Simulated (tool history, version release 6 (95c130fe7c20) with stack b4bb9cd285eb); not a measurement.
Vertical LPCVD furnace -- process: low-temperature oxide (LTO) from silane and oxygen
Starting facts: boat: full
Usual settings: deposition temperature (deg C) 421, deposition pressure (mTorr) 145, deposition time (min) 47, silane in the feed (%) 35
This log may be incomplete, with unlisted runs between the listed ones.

| run | hour | deposition temperature (deg C) | deposition pressure (mTorr) | deposition time (min) | silane in the feed (%) | read-back reference wafer on the same gauge, thickness | film thickness on the monitor wafer in the middle of the boat (nm) |
|---|---|---|---|---|---|---|---|
| 1 | 0 | 421 | 145 | 47 | 35 | 265.51 | 260.73 |
| 2 | 40 | 421 | 145 | 47 | 35 | 265.62 | 260.75 |
| 3 | 98.4 | 421 | 145 | 47 | 35 | 266.05 | 261.69 |
| 4 | 154.8 | 421 | 145 | 47 | 35 | 266.92 | 261.45 |
|  | 235.6 | silane flow controller replaced |
| 5 | 236.1 | 421 | 145 | 47 | 35 | 267.02 | 262.65 |
| 6 | 241.1 | 421 | 145 | 47 | 35 | 267.36 | 263.5 |
| 7 | 280 | 421 | 145 | 47 | 35 | 267.55 | 263.23 |
| 8 | 311.8 | 412 | 145 | 47 | 35 | 267.9 | 240.37 |
| 9 | 383.4 | 424 | 125 | 60 | 37 | 268.83 | 321.81 |
| 10 | 439.6 | 414 | 145 | 47 | 35 | 269.19 | 246.25 |
|  | 477.3 | pressure gauge zeroed |
|  | 493.1 | gauge calibrated |
|  | 494.3 | thermocouples replaced and temperature profile calibrated |
| 11 | 494.8 | 431 | 155 | 36 | 30 | 265.18 | 193.56 |
| 12 | 513.3 | 421 | 145 | 53.5 | 35 | 265.16 | 296.87 |
| 13 | 554.3 | 426 | 165 | 34 | 38 | 265.58 | 249.19 |

The next listed run, before its measurement:
| 14 | 613.6 | 421 | 145 | 41.5 | 33 | ? | ? |

Run 14 came out at read-back reference wafer on the same gauge, thickness 266.28, film thickness on the monitor wafer in the middle of the boat (nm) 213.44.
On a tool with no hidden condition, and with the same random variation, this run would have come out at film thickness on the monitor wafer in the middle of the boat (nm) 212.36.
